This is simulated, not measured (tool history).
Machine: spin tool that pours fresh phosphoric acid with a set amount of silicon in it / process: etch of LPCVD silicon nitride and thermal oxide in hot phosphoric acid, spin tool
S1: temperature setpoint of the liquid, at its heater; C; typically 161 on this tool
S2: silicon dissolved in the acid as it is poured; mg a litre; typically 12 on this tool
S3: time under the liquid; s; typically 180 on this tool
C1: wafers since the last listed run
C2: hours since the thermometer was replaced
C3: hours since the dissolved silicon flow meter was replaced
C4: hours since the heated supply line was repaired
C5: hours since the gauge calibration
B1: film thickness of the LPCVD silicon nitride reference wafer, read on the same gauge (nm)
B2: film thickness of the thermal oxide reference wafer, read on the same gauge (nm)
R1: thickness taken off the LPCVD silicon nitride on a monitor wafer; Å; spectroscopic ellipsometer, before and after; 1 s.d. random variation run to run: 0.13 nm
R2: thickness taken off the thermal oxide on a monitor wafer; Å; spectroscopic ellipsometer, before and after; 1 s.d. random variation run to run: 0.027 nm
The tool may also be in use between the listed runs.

{"run": 1, "hour": 0.0, "S1": 161, "S2": 12, "S3": 150, "C1": 0, "C2": 797.9, "C3": 1143.9, "C4": 2181.8, "C5": 1173.5, "B1": 50, "B2": 100.019, "R1": 157.3, "R2": 3.64}
{"run": 2, "hour": 37.6, "S1": 161, "S2": 12, "S3": 150, "C1": 170, "C2": 835.5, "C3": 1181.5, "C4": 2219.4, "C5": 1211.1, "B1": 50.06, "B2": 99.985, "R1": 159, "R2": 3.68}
{"run": 3, "hour": 76.3, "S1": 161, "S2": 12, "S3": 150, "C1": 175, "C2": 874.2, "C3": 1220.2, "C4": 2258.1, "C5": 1249.8, "B1": 50.01, "B2": 99.977, "R1": 156.9, "R2": 4.03}
{"hour": 81.2, "done": "thermometer replaced"}
{"run": 4, "hour": 135.0, "S1": 161, "S2": 17, "S3": 180, "C1": 261, "C2": 53.8, "C3": 1278.9, "C4": 2316.8, "C5": 1308.5, "B1": 50.01, "B2": 100.002, "R1": 172.8, "R2": 3.37}
{"run": 5, "hour": 176.2, "S1": 161, "S2": 12, "S3": 180, "C1": 186, "C2": 95, "C3": 1320.1, "C4": 2358, "C5": 1349.7, "B1": 49.97, "B2": 100.003, "R1": 175.6, "R2": 4.06}
{"run": 6, "hour": 243.6, "S1": 161, "S2": 12, "S3": 180, "C1": 305, "C2": 162.4, "C3": 1387.5, "C4": 2425.4, "C5": 1417.1, "B1": 50.01, "B2": 100.005, "R1": 177.6, "R2": 4.05}
{"run": 7, "hour": 305.9, "S1": 161, "S2": 12, "S3": 130, "C1": 282, "C2": 224.7, "C3": 1449.8, "C4": 2487.7, "C5": 1479.4, "B1": 50.02, "B2": 100.003, "R1": 129.2, "R2": 3}
{"run": 8, "hour": 363.8, "S1": 161, "S2": 12, "S3": 130, "C1": 262, "C2": 282.6, "C3": 1507.7, "C4": 2545.6, "C5": 1537.3, "B1": 50.02, "B2": 100, "R1": 128.7, "R2": 3.36}
{"run": 9, "hour": 454.6, "S1": 161, "S2": 12, "S3": 130, "C1": 412, "C2": 373.4, "C3": 1598.5, "C4": 2636.4, "C5": 1628.1, "B1": 49.97, "B2": 100.028, "R1": 129.8, "R2": 3.09}
{"run": 10, "hour": 560.8, "S1": 161, "S2": 12, "S3": 180, "C1": 481, "C2": 479.6, "C3": 1704.7, "C4": 2742.6, "C5": 1734.3, "B1": 49.99, "B2": 99.995, "R1": 184.4, "R2": 4.25}
{"run": 11, "hour": 632.0, "S1": 158.5, "S2": 17.5, "S3": 180, "C1": 323, "C2": 550.8, "C3": 1775.9, "C4": 2813.8, "C5": 1805.5, "B1": 50.02, "B2": 99.981, "R1": 169.5, "R2": 3.32}
{"run": 12, "hour": 719.5, "S1": 158, "S2": 6.5, "S3": 95, "C1": 397, "C2": 638.3, "C3": 1863.4, "C4": 2901.3, "C5": 1893, "B1": 49.99, "B2": 100.004, "R1": 89.1, "R2": 2.12}
{"hour": 757.8, "done": "gauge calibrated"}
{"run": 13, "hour": 764.8, "S1": 161, "S2": 12, "S3": 180, "C1": 205, "C2": 683.6, "C3": 1908.7, "C4": 2946.6, "C5": 7, "B1": 49.99, "B2": 99.979, "R1": 187.9, "R2": 4.72}
{"run": 14, "hour": 821.0, "S1": 158.5, "S2": 19, "S3": 110, "C1": 255, "C2": 739.8, "C3": 1964.9, "C4": 3002.8, "C5": 63.2, "B1": 49.96, "B2": 100.032, "R1": 105.3, "R2": 2.06}
{"hour": 910.6, "done": "thermometer replaced"}
{"run": 15, "hour": 921.0, "S1": 158.5, "S2": 5.5, "S3": 110, "C1": 449, "C2": 10.4, "C3": 2064.9, "C4": 3102.8, "C5": 163.2, "B1": 49.99, "B2": 100.001, "R1": 96.1, "R2": 2.31}
{"run": 16, "hour": 986.8, "S1": 161, "S2": 12, "S3": 180, "C1": 298, "C2": 76.2, "C3": 2130.7, "C4": 3168.6, "C5": 229, "B1": 50.04, "B2": 99.995, "R1": 170.4, "R2": 3.69}
{"run": 17, "hour": 1034.3, "S1": 161, "S2": 18.5, "S3": 265, "C1": 215, "C2": 123.7, "C3": 2178.2, "C4": 3216.1, "C5": 276.5, "B1": 50, "B2": 100.022, "R1": 256.3, "R2": 4.74}
{"run": 18, "hour": 1090.1, "S1": 161, "S2": 12, "S3": 180, "C1": 253, "C2": 179.5, "C3": 2234, "C4": 3271.9, "C5": 332.3, "B1": 50.04, "B2": 100.012, "R1": 175.7, "R2": 3.34}
{"hour": 1132.9, "done": "heated supply line repaired"}
{"run": 19, "hour": 1170.6, "S1": 159, "S2": 9, "S3": 235, "C1": 360, "C2": 260, "C3": 2314.5, "C4": 37.7, "C5": 412.8, "B1": 49.98, "B2": 100.011, "R1": 216.2, "R2": 5.06}
{"hour": 1205.4, "done": "dissolved silicon flow meter replaced"}
{"run": 20, "hour": 1216.3, "S1": 163, "S2": 14.5, "S3": 180, "C1": 202, "C2": 305.7, "C3": 10.9, "C4": 83.4, "C5": 458.5, "B1": 50, "B2": 100.003, "R1": 190.2, "R2": 4.42}

What will run 21 give?
{"run": 21, "hour": 1432.9, "S1": 161, "S2": 12, "S3": 180, "C1": 983, "C2": 522.3, "C3": 227.5, "C4": 300, "C5": 675.1, "B1": "?", "B2": "?", "R1": "?", "R2": "?"}

B1: 49.97
B2: 99.994
R1: 181.6 Å
R2: 4.58 Å
If the tool had no hidden condition, the same run with the same run-to-run variation would have returned R1 171.1 Å, R2 4.01 Å.
